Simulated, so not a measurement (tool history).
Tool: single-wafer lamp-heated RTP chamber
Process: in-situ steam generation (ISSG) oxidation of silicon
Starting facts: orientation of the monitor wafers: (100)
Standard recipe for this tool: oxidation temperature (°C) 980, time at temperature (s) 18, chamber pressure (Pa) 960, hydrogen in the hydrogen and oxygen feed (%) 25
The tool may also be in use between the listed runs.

run   hour  oxidation temperature (°C)  time at temperature (s)  chamber pressure (Pa)  hydrogen in the hydrogen and oxygen feed (%)  read-back reference wafer on the same gauge, thickness  oxide thickness on the monitor wafer (Å)
  1    0.0                         980                       16                    960                                            25                                                   4.783                                     45.21
  2   55.1                         980                       16                    960                                            25                                                   4.781                                     45.49
  3  114.8                         980                       18                    960                                            25                                                   4.786                                     47.78
  4  145.1                         980                       18                    960                                            25                                                   4.771                                     47.93
  5  189.4                         980                       18                    960                                            25                                                   4.783                                     47.68
  6  244.2                         980                       18                   1093                                            25                                                   4.783                                     48.02
     259.5  -- pressure gauge zeroed
  7  281.7                         980                       18                    960                                            25                                                   4.781                                     47.97
  8  345.5                         980                       18                    960                                            25                                                   4.776                                     47.96
  9  415.7                         980                       18                    960                                            25                                                   4.776                                     48.18
     443.6  -- pyrometer window cleaned and pyrometer calibrated
 10  450.2                         965                       18                    960                                            25                                                   4.776                                     44.64
     489.6  -- hydrogen flow controller replaced
 11  491.7                         986                       22                    920                                            30                                                   4.782                                     55.38

Run 12, settings as shown, results not yet in. Your forecast:
 12  533.7                         998                       18                    960                                            31                                                       ?                                         ?

read-back reference wafer on the same gauge, thickness: 4.771
oxide thickness on the monitor wafer (Å): 53.59
If the tool had no hidden condition, the same run with the same run-to-run variation would have returned oxide thickness on the monitor wafer (Å) 53.19.

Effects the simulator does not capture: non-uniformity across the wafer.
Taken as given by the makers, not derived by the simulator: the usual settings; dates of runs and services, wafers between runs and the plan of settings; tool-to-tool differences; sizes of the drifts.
